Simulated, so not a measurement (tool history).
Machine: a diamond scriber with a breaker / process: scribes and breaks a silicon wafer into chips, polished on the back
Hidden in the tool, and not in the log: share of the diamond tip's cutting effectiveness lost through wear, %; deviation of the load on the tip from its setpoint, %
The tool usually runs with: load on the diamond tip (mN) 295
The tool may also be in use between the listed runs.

| run | hour | load on the diamond tip (mN) | wafers since the last listed run | hours since the diamond tip was replaced | hours since the load on the tip was calibrated | incoming depth of the damage left on the back of the incoming wafer, um | depth of the median crack under the scribed line (nm) | chips rejected at inspection after the break (%) |
|---|---|---|---|---|---|---|---|---|
| 1 | 0.0 | 295 | 0 | 508.5 | 1680.9 | 0.05 | 9920 | 1.96 |
|  | 0.1 | diamond tip replaced by a new one |
| 2 | 104.8 | 295 | 322 | 104.7 | 1785.7 | 0.04 | 10000 | 2.01 |
| 3 | 157.4 | 295 | 161 | 157.3 | 1838.3 | 0.05 | 10130 | 2.11 |
|  | 248.6 | load on the tip recalibrated |
| 4 | 252.4 | 277 | 286 | 252.3 | 3.8 | 0.05 | 8740 | 1.52 |
| 5 | 292.2 | 295 | 122 | 292.1 | 43.6 | 0.05 | 9370 | 1.44 |
| 6 | 364.4 | 295 | 222 | 364.3 | 115.8 | 0.03 | 9290 | 1.47 |
| 7 | 471.9 | 238 | 330 | 471.8 | 223.3 | 0.01 | 7900 | 4.19 |
| 8 | 528.3 | 243 | 173 | 528.2 | 279.7 | 0.03 | 8270 | 3.74 |
| 9 | 594.8 | 295 | 204 | 594.7 | 346.2 | 0.01 | 9770 | 1.39 |
|  | 628.8 | diamond tip replaced by a new one |
| 10 | 689.9 | 295 | 286 | 61.1 | 441.3 | 0.05 | 9580 | 1.33 |
| 11 | 742.9 | 295 | 163 | 114.1 | 494.3 | 0.03 | 9600 | 1.49 |
| 12 | 822.2 | 295 | 244 | 193.4 | 573.6 | 0.04 | 9750 | 1.40 |
| 13 | 927.3 | 295 | 323 | 298.5 | 678.7 | 0.02 | 9540 | 1.54 |
| 14 | 1171.0 | 295 | 750 | 542.2 | 922.4 | 0.04 | 9690 | 1.61 |
| 15 | 1236.0 | 295 | 200 | 607.2 | 987.4 | 0.04 | 9930 | 1.56 |
| 16 | 1289.3 | 295 | 164 | 660.5 | 1040.7 | 0.03 | 9580 | 1.60 |
|  | 1299.5 | diamond tip replaced by a new one, of another model than before |
| 17 | 1346.1 | 295 | 168 | 46.6 | 1097.5 | 0.05 | 10410 | 2.13 |
| 18 | 1450.0 | 295 | 319 | 150.5 | 1201.4 | 0.03 | 10070 | 2.21 |
| 19 | 1743.8 | 336 | 904 | 444.3 | 1495.2 | 0.02 | 11810 | 9.10 |
| 20 | 1850.0 | 332 | 326 | 550.5 | 1601.4 | 0.03 | 11930 | 8.91 |
|  | 1859.4 | diamond tip replaced by a new one |
| 21 | 1909.5 | 295 | 176 | 50.1 | 1660.9 | 0.05 | 10620 | 3.06 |
| 22 | 1962.5 | 277 | 163 | 103.1 | 1713.9 | 0.04 | 9580 | 1.45 |
| 23 | 2047.8 | 295 | 262 | 188.4 | 1799.2 | 0.04 | 10530 | 3.24 |
| 24 | 2120.6 | 263 | 224 | 261.2 | 1872.0 | 0.04 | 9040 | 1.50 |
|  | 2179.5 | load on the tip recalibrated |
| 25 | 2194.0 | 242 | 219 | 334.6 | 14.5 | 0.02 | 7150 | 8.95 |
| 26 | 2277.2 | 237 | 256 | 417.8 | 97.7 | 0.04 | 7050 | 10.66 |
| 27 | 2314.2 | 356 | 113 | 454.8 | 134.7 | 0.01 | 11660 | 7.19 |
| 28 | 2387.7 | 295 | 226 | 528.3 | 208.2 | 0.01 | 9200 | 1.39 |
|  | 2398.5 | diamond tip replaced by a new one |
| 29 | 2440.8 | 334 | 157 | 42.3 | 261.3 | 0.01 | 10980 | 4.56 |
| 30 | 2498.3 | 295 | 176 | 99.8 | 318.8 | 0.05 | 9510 | 1.45 |
| 31 | 2589.0 | 355 | 279 | 190.5 | 409.5 | 0.05 | 11810 | 7.95 |
| 32 | 2636.5 | 348 | 146 | 238.0 | 457.0 | 0.02 | 12010 | 6.76 |
| 33 | 2690.3 | 213 | 165 | 291.8 | 510.8 | 0.03 | 5960 | 23.34 |
| 34 | 2795.7 | 233 | 324 | 397.2 | 616.2 | 0.02 | 6960 | 11.14 |
| 35 | 2880.4 | 254 | 260 | 481.9 | 700.9 | 0.02 | 8030 | 3.95 |
|  | 2939.4 | diamond tip replaced by a new one |
| 36 | 2941.8 | 211 | 182 | 2.4 | 762.3 | 0.03 | 5810 | 23.20 |

Branching from run 36: 3 alternative next runs. What would each branch give?
| A | 2942.4 | 269 | 1 | 3.0 | 762.9 | 0.03 | ? | ? |
| B | 2942.4 | 259 | 1 | 3.0 | 762.9 | 0.03 | ? | ? |
| C | 2942.4 | 270 | 1 | 3.0 | 762.9 | 0.03 | ? | ? |

| run | depth of the median crack under the scribed line (nm) | chips rejected at inspection after the break (%) |
|---|---|---|
| A | 8800 | 1.87 |
| B | 8350 | 2.99 |
| C | 8850 | 1.79 |
With the hidden condition removed and each run's random variation left untouched, the same runs would have given:
| run | depth of the median crack under the scribed line (nm) | chips rejected at inspection after the break (%) |
|---|---|---|
| A | 8330 | 3.05 |
| B | 7900 | 4.81 |
| C | 8370 | 2.91 |
